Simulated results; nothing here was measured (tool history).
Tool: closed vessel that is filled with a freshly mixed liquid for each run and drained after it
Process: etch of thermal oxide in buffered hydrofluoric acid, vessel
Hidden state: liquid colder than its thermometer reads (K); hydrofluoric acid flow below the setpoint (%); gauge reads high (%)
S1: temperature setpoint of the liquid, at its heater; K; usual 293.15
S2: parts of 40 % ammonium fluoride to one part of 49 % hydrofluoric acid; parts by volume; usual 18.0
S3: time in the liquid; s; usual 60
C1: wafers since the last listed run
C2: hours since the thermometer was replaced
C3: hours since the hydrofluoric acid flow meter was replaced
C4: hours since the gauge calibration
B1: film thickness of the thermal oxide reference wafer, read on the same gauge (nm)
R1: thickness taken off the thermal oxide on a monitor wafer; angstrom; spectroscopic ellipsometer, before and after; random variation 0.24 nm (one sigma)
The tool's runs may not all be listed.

| run | hour | S1 | S2 | S3 | C1 | C2 | C3 | C4 | B1 | R1 |
|---|---|---|---|---|---|---|---|---|---|---|
| 1 | 0.0 | 293.15 | 18.0 | 60 | 0 | 2050.2 | 65.9 | 440.6 | 120.02 | 288.1 |
| 2 | 18.1 | 293.15 | 18.0 | 60 | 2577 | 2068.3 | 84.0 | 458.7 | 120.00 | 287.0 |
| 3 | 37.6 | 293.15 | 18.0 | 60 | 2776 | 2087.8 | 103.5 | 478.2 | 119.97 | 290.3 |
| 4 | 67.4 | 293.15 | 21.0 | 60 | 4243 | 2117.6 | 133.3 | 508.0 | 120.01 | 250.2 |
| 5 | 81.4 | 293.15 | 13.5 | 60 | 1993 | 2131.6 | 147.3 | 522.0 | 120.00 | 382.5 |
| 6 | 158.4 | 293.15 | 13.5 | 60 | 10964 | 2208.6 | 224.3 | 599.0 | 120.00 | 375.1 |
| 7 | 179.1 | 293.15 | 13.5 | 60 | 2947 | 2229.3 | 245.0 | 619.7 | 120.00 | 376.0 |
| 8 | 205.5 | 295.15 | 18.0 | 40 | 3759 | 2255.7 | 271.4 | 646.1 | 120.00 | 210.4 |
| 9 | 224.5 | 293.15 | 18.0 | 60 | 2705 | 2274.7 | 290.4 | 665.1 | 120.03 | 284.6 |
| 10 | 254.6 | 294.15 | 18.0 | 60 | 4286 | 2304.8 | 320.5 | 695.2 | 119.98 | 301.4 |
| 11 | 278.9 | 294.15 | 18.0 | 60 | 3460 | 2329.1 | 344.8 | 719.5 | 120.02 | 298.9 |
|  | 292.9 | gauge calibrated |
| 12 | 292.9 | 294.15 | 18.0 | 60 | 1993 | 2343.1 | 358.8 | 0.0 | 119.99 | 297.7 |
| 13 | 324.4 | 293.15 | 18.0 | 60 | 4485 | 2374.6 | 390.3 | 31.5 | 120.02 | 284.5 |
| 14 | 341.9 | 293.15 | 18.0 | 60 | 2491 | 2392.1 | 407.8 | 49.0 | 119.96 | 282.9 |
| 15 | 373.0 | 293.15 | 18.0 | 60 | 4428 | 2423.2 | 438.9 | 80.1 | 119.99 | 278.0 |
| 16 | 395.6 | 293.15 | 18.0 | 60 | 3218 | 2445.8 | 461.5 | 102.7 | 119.99 | 279.0 |
| 17 | 423.2 | 293.15 | 18.0 | 60 | 3930 | 2473.4 | 489.1 | 130.3 | 120.03 | 282.5 |
| 18 | 452.3 | 295.65 | 22.0 | 70 | 4143 | 2502.5 | 518.2 | 159.4 | 119.99 | 319.4 |
| 19 | 484.6 | 293.15 | 18.0 | 60 | 4599 | 2534.8 | 550.5 | 191.7 | 119.98 | 280.3 |
| 20 | 538.8 | 290.15 | 21.0 | 30 | 7718 | 2589.0 | 604.7 | 245.9 | 119.97 | 103.1 |
|  | 540.1 | hydrofluoric acid flow meter replaced |
| 21 | 555.3 | 293.15 | 18.0 | 60 | 2207 | 2605.5 | 15.2 | 262.4 | 120.01 | 283.7 |
|  | 567.8 | thermometer replaced |
| 22 | 580.0 | 294.65 | 18.0 | 60 | 3374 | 12.2 | 39.9 | 287.1 | 120.01 | 341.2 |
| 23 | 603.6 | 297.15 | 24.5 | 30 | 3360 | 35.8 | 63.5 | 310.7 | 119.99 | 152.7 |
| 24 | 670.7 | 290.15 | 23.5 | 30 | 9554 | 102.9 | 130.6 | 377.8 | 120.02 | 107.6 |
| 25 | 697.1 | 293.15 | 18.0 | 60 | 3759 | 129.3 | 157.0 | 404.2 | 120.01 | 314.4 |
| 26 | 711.5 | 293.15 | 22.0 | 80 | 2050 | 143.7 | 171.4 | 418.6 | 120.04 | 355.3 |
| 27 | 734.5 | 293.15 | 18.0 | 60 | 3275 | 166.7 | 194.4 | 441.6 | 119.99 | 312.8 |
| 28 | 759.3 | 293.15 | 18.0 | 60 | 3531 | 191.5 | 219.2 | 466.4 | 119.96 | 310.0 |
| 29 | 788.0 | 296.15 | 21.5 | 90 | 4086 | 220.2 | 247.9 | 495.1 | 119.99 | 472.2 |
| 30 | 820.1 | 293.15 | 18.0 | 60 | 4571 | 252.3 | 280.0 | 527.2 | 119.98 | 313.9 |
| 31 | 848.1 | 293.15 | 18.0 | 60 | 3987 | 280.3 | 308.0 | 555.2 | 120.01 | 309.8 |
| 32 | 860.8 | 293.15 | 21.0 | 85 | 1808 | 293.0 | 320.7 | 567.9 | 120.05 | 382.6 |
| 33 | 884.6 | 293.15 | 24.0 | 80 | 3389 | 316.8 | 344.5 | 591.7 | 120.00 | 327.6 |
| 34 | 917.3 | 290.15 | 21.5 | 30 | 4656 | 349.5 | 377.2 | 624.4 | 120.01 | 112.0 |

Hidden state at the last listed run before each entry between runs and at the first one after, where it differs:
Between runs 11 and 12: gauge calibrated (hour 292.9)
  liquid colder than its thermometer reads (K): 2.2 -> 2.21
  measured less the result without the state, R1: -39.3 -> -39.3 angstrom
Between runs 20 and 21: hydrofluoric acid flow meter replaced (hour 540.1)
  liquid colder than its thermometer reads (K): 2.44 -> 2.46
  measured less the result without the state, R1: -15.7 -> -42.4 angstrom
Between runs 21 and 22: thermometer replaced (hour 567.8)
  liquid colder than its thermometer reads (K): 2.46 -> 0.282
  measured less the result without the state, R1: -42.4 -> -5.4 angstrom

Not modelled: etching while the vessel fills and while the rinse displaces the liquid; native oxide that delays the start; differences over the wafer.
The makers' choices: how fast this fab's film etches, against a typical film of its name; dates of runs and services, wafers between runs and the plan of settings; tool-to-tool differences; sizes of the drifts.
